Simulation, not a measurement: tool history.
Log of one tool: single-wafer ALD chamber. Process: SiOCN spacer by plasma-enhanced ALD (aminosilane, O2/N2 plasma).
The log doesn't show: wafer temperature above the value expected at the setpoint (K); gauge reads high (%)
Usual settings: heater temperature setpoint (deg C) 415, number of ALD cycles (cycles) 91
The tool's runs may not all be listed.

| run | hour | heater temperature setpoint (deg C) | number of ALD cycles (cycles) | wafers since the last listed run | hours since the last thermocouple change | hours since the gauge calibration | read-back reference wafer on the same gauge, thickness_nm | mean film thickness on the monitor wafer (Å) |
|---|---|---|---|---|---|---|---|---|
| 1 | 0 | 415 | 101 | 0 | 516.3 | 524.9 | 4.775 | 57.02 |
| 2 | 61.4 | 412 | 91 | 166 | 577.7 | 586.3 | 4.773 | 51.96 |
| 3 | 120.3 | 412 | 91 | 159 | 636.6 | 645.2 | 4.772 | 52.22 |
| 4 | 174.5 | 412 | 91 | 146 | 690.8 | 699.4 | 4.771 | 51.96 |
| 5 | 218.3 | 409 | 91 | 118 | 734.6 | 743.2 | 4.769 | 52.43 |
| 6 | 279.8 | 409 | 91 | 166 | 796.1 | 804.7 | 4.768 | 52.73 |
| 7 | 314.5 | 409 | 91 | 94 | 830.8 | 839.4 | 4.772 | 52.44 |
| 8 | 343 | 415 | 91 | 77 | 859.3 | 867.9 | 4.761 | 51.15 |
| 9 | 374.9 | 415 | 91 | 86 | 891.2 | 899.8 | 4.777 | 51.37 |
| 10 | 420.4 | 403 | 91 | 123 | 936.7 | 945.3 | 4.766 | 52.85 |
|  | 472.1 | gauge calibrated |
| 11 | 481 | 422 | 96 | 164 | 997.3 | 8.9 | 4.773 | 53.13 |
| 12 | 522.5 | 430 | 81 | 112 | 1038.8 | 50.4 | 4.771 | 43.53 |
|  | 570.7 | thermocouple changed; heater temperature recalibrated |
| 13 | 576.2 | 402 | 91 | 123 | 5.5 | 104.1 | 4.767 | 52.63 |
| 14 | 637.1 | 420 | 101 | 165 | 66.4 | 165 | 4.767 | 55.03 |
| 15 | 805.9 | 422 | 108 | 457 | 235.2 | 333.8 | 4.768 | 59.17 |
| 16 | 867.7 | 415 | 91 | 167 | 297 | 395.6 | 4.772 | 50.96 |
| 17 | 900.4 | 410 | 104 | 88 | 329.7 | 428.3 | 4.77 | 59.49 |
| 18 | 947.2 | 421 | 106 | 126 | 376.5 | 475.1 | 4.775 | 58.23 |

Forecast each of these 4 alternatives for the next run:
| A | 947.8 | 401 | 91 | 1 | 377.1 | 475.7 | ? | ? |
| B | 947.8 | 420 | 91 | 1 | 377.1 | 475.7 | ? | ? |
| C | 947.8 | 401 | 85 | 1 | 377.1 | 475.7 | ? | ? |
| D | 947.8 | 415 | 109 | 1 | 377.1 | 475.7 | ? | ? |

| run | read-back reference wafer on the same gauge, thickness_nm | mean film thickness on the monitor wafer (Å) |
|---|---|---|
| A | 4.775 | 53 |
| B | 4.775 | 50.42 |
| C | 4.775 | 49.5 |
| D | 4.775 | 61.48 |
Without the tool's hidden state the same runs would have given:
| run | mean film thickness on the monitor wafer (Å) |
|---|---|
| A | 53 |
| B | 49.71 |
| C | 49.5 |
| D | 60.62 |
